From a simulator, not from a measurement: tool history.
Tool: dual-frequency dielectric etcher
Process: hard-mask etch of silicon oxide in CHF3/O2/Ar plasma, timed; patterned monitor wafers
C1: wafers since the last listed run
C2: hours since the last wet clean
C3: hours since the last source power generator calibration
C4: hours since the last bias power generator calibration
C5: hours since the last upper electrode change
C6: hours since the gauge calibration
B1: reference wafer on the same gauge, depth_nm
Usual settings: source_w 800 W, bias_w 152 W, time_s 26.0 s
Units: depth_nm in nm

{"run": 1, "hour": 0.0, "source_w": 800, "bias_w": 152, "time_s": 27.5, "C1": 0, "C2": 28.6, "C3": 4727.8, "C4": 751.1, "C5": 2907.0, "C6": 356.6, "B1": 44.6, "depth_nm": 58.7}
{"run": 2, "hour": 32.0, "source_w": 800, "bias_w": 152, "time_s": 27.5, "C1": 610, "C2": 60.6, "C3": 4759.8, "C4": 783.1, "C5": 2939.0, "C6": 388.6, "B1": 44.6, "depth_nm": 58.7}
{"run": 3, "hour": 76.9, "source_w": 670, "bias_w": 152, "time_s": 26.0, "C1": 857, "C2": 105.5, "C3": 4804.7, "C4": 828.0, "C5": 2983.9, "C6": 433.5, "B1": 44.6, "depth_nm": 50.4}
{"run": 4, "hour": 113.4, "source_w": 800, "bias_w": 152, "time_s": 26.0, "C1": 696, "C2": 142.0, "C3": 4841.2, "C4": 864.5, "C5": 3020.4, "C6": 470.0, "B1": 44.6, "depth_nm": 55.8}
{"run": 5, "hour": 160.6, "source_w": 800, "bias_w": 152, "time_s": 26.0, "C1": 901, "C2": 189.2, "C3": 4888.4, "C4": 911.7, "C5": 3067.6, "C6": 517.2, "B1": 44.6, "depth_nm": 56.2}
{"run": 6, "hour": 188.7, "source_w": 800, "bias_w": 152, "time_s": 26.0, "C1": 536, "C2": 217.3, "C3": 4916.5, "C4": 939.8, "C5": 3095.7, "C6": 545.3, "B1": 44.6, "depth_nm": 55.8}
{"run": 7, "hour": 250.8, "source_w": 800, "bias_w": 167, "time_s": 26.0, "C1": 1185, "C2": 279.4, "C3": 4978.6, "C4": 1001.9, "C5": 3157.8, "C6": 607.4, "B1": 44.6, "depth_nm": 57.9}
{"run": 8, "hour": 280.2, "source_w": 800, "bias_w": 167, "time_s": 26.0, "C1": 561, "C2": 308.8, "C3": 5008.0, "C4": 1031.3, "C5": 3187.2, "C6": 636.8, "B1": 44.6, "depth_nm": 57.9}
{"run": 9, "hour": 321.4, "source_w": 800, "bias_w": 152, "time_s": 26.0, "C1": 786, "C2": 350.0, "C3": 5049.2, "C4": 1072.5, "C5": 3228.4, "C6": 678.0, "B1": 44.6, "depth_nm": 56.0}
{"run": 10, "hour": 361.9, "source_w": 800, "bias_w": 152, "time_s": 26.0, "C1": 773, "C2": 390.5, "C3": 5089.7, "C4": 1113.0, "C5": 3268.9, "C6": 718.5, "B1": 44.6, "depth_nm": 56.3}
{"run": 11, "hour": 407.4, "source_w": 800, "bias_w": 152, "time_s": 26.0, "C1": 868, "C2": 436.0, "C3": 5135.2, "C4": 1158.5, "C5": 3314.4, "C6": 764.0, "B1": 44.6, "depth_nm": 56.4}
{"run": 12, "hour": 441.8, "source_w": 920, "bias_w": 152, "time_s": 26.0, "C1": 656, "C2": 470.4, "C3": 5169.6, "C4": 1192.9, "C5": 3348.8, "C6": 798.4, "B1": 44.6, "depth_nm": 60.8}
{"run": 13, "hour": 507.2, "source_w": 670, "bias_w": 162, "time_s": 33.5, "C1": 1248, "C2": 535.8, "C3": 5235.0, "C4": 1258.3, "C5": 3414.2, "C6": 863.8, "B1": 44.6, "depth_nm": 67.6}
{"run": 14, "hour": 615.3, "source_w": 800, "bias_w": 152, "time_s": 26.0, "C1": 2063, "C2": 643.9, "C3": 5343.1, "C4": 1366.4, "C5": 3522.3, "C6": 971.9, "B1": 44.6, "depth_nm": 57.1}
{"hour": 645.7, "done": "wet clean of the chamber"}
{"run": 15, "hour": 685.2, "source_w": 870, "bias_w": 139, "time_s": 20.0, "C1": 876, "C2": 39.5, "C3": 5413.0, "C4": 1436.3, "C5": 3592.2, "C6": 1041.8, "B1": 44.6, "depth_nm": 43.5}
{"run": 16, "hour": 727.8, "source_w": 800, "bias_w": 152, "time_s": 26.0, "C1": 813, "C2": 82.1, "C3": 5455.6, "C4": 1478.9, "C5": 3634.8, "C6": 1084.4, "B1": 44.6, "depth_nm": 55.8}
{"run": 17, "hour": 770.6, "source_w": 800, "bias_w": 152, "time_s": 26.0, "C1": 817, "C2": 124.9, "C3": 5498.4, "C4": 1521.7, "C5": 3677.6, "C6": 1127.2, "B1": 44.6, "depth_nm": 55.7}
{"run": 18, "hour": 807.2, "source_w": 710, "bias_w": 142, "time_s": 26.0, "C1": 698, "C2": 161.5, "C3": 5535.0, "C4": 1558.3, "C5": 3714.2, "C6": 1163.8, "B1": 44.6, "depth_nm": 51.3}
{"run": 19, "hour": 839.7, "source_w": 690, "bias_w": 132, "time_s": 28.0, "C1": 620, "C2": 194.0, "C3": 5567.5, "C4": 1590.8, "C5": 3746.7, "C6": 1196.3, "B1": 44.6, "depth_nm": 53.0}
{"hour": 860.1, "done": "bias power generator calibrated"}
{"run": 20, "hour": 870.3, "source_w": 800, "bias_w": 135, "time_s": 31.5, "C1": 507, "C2": 224.6, "C3": 5598.1, "C4": 10.2, "C5": 3777.3, "C6": 1226.9, "B1": 44.6, "depth_nm": 65.2}
{"hour": 904.1, "done": "source power generator calibrated"}
{"run": 21, "hour": 907.6, "source_w": 880, "bias_w": 152, "time_s": 26.0, "C1": 635, "C2": 261.9, "C3": 3.5, "C4": 47.5, "C5": 3814.6, "C6": 1264.2, "B1": 44.6, "depth_nm": 58.9}
{"run": 22, "hour": 951.0, "source_w": 940, "bias_w": 168, "time_s": 26.0, "C1": 828, "C2": 305.3, "C3": 46.9, "C4": 90.9, "C5": 3858.0, "C6": 1307.6, "B1": 44.6, "depth_nm": 63.1}
{"run": 23, "hour": 1020.3, "source_w": 900, "bias_w": 175, "time_s": 29.0, "C1": 1323, "C2": 374.6, "C3": 116.2, "C4": 160.2, "C5": 3927.3, "C6": 1376.9, "B1": 44.6, "depth_nm": 69.7}
{"hour": 1032.2, "done": "gauge calibrated"}
{"hour": 1074.3, "done": "upper electrode replaced"}
{"run": 24, "hour": 1074.8, "source_w": 660, "bias_w": 136, "time_s": 33.5, "C1": 582, "C2": 429.1, "C3": 170.7, "C4": 214.7, "C5": 0.5, "C6": 42.6, "B1": 44.6, "depth_nm": 63.1}
{"hour": 1174.1, "done": "wet clean of the chamber"}
{"run": 25, "hour": 1270.3, "source_w": 740, "bias_w": 130, "time_s": 20.5, "C1": 3274, "C2": 96.2, "C3": 366.2, "C4": 410.2, "C5": 196.0, "C6": 238.1, "B1": 44.6, "depth_nm": 40.1}
{"run": 26, "hour": 1308.9, "source_w": 800, "bias_w": 135, "time_s": 22.0, "C1": 736, "C2": 134.8, "C3": 404.8, "C4": 448.8, "C5": 234.6, "C6": 276.7, "B1": 44.6, "depth_nm": 45.4}
{"run": 27, "hour": 1334.1, "source_w": 800, "bias_w": 174, "time_s": 29.5, "C1": 481, "C2": 160.0, "C3": 430.0, "C4": 474.0, "C5": 259.8, "C6": 301.9, "B1": 44.6, "depth_nm": 66.2}
{"run": 28, "hour": 1405.5, "source_w": 800, "bias_w": 120, "time_s": 26.0, "C1": 1363, "C2": 231.4, "C3": 501.4, "C4": 545.4, "C5": 331.2, "C6": 373.3, "B1": 44.6, "depth_nm": 52.1}
{"run": 29, "hour": 1447.5, "source_w": 800, "bias_w": 152, "time_s": 26.0, "C1": 801, "C2": 273.4, "C3": 543.4, "C4": 587.4, "C5": 373.2, "C6": 415.3, "B1": 44.6, "depth_nm": 56.2}

5 ways to go on from here, each from the tool as it stands after run 29. What would each give?
{"run": "A", "hour": 1447.9, "source_w": 800, "bias_w": 152, "time_s": 28.5, "C1": 7, "C2": 273.8, "C3": 543.8, "C4": 587.8, "C5": 373.6, "C6": 415.7, "B1": "?", "depth_nm": "?"}
{"run": "B", "hour": 1447.9, "source_w": 800, "bias_w": 170, "time_s": 26.0, "C1": 7, "C2": 273.8, "C3": 543.8, "C4": 587.8, "C5": 373.6, "C6": 415.7, "B1": "?", "depth_nm": "?"}
{"run": "C", "hour": 1447.9, "source_w": 900, "bias_w": 125, "time_s": 30.0, "C1": 7, "C2": 273.8, "C3": 543.8, "C4": 587.8, "C5": 373.6, "C6": 415.7, "B1": "?", "depth_nm": "?"}
{"run": "D", "hour": 1447.9, "source_w": 730, "bias_w": 132, "time_s": 26.0, "C1": 7, "C2": 273.8, "C3": 543.8, "C4": 587.8, "C5": 373.6, "C6": 415.7, "B1": "?", "depth_nm": "?"}
{"run": "E", "hour": 1447.9, "source_w": 870, "bias_w": 152, "time_s": 20.0, "C1": 7, "C2": 273.8, "C3": 543.8, "C4": 587.8, "C5": 373.6, "C6": 415.7, "B1": "?", "depth_nm": "?"}

run=A B1=44.6 depth_nm=61.7
run=B B1=44.6 depth_nm=58.4
run=C B1=44.6 depth_nm=65.1
run=D B1=44.6 depth_nm=51.2
run=E B1=44.6 depth_nm=45.3
Without the tool's hidden state the same runs would have given:
run=A depth_nm=61.0
run=B depth_nm=57.7
run=C depth_nm=64.4
run=D depth_nm=50.6
run=E depth_nm=44.8

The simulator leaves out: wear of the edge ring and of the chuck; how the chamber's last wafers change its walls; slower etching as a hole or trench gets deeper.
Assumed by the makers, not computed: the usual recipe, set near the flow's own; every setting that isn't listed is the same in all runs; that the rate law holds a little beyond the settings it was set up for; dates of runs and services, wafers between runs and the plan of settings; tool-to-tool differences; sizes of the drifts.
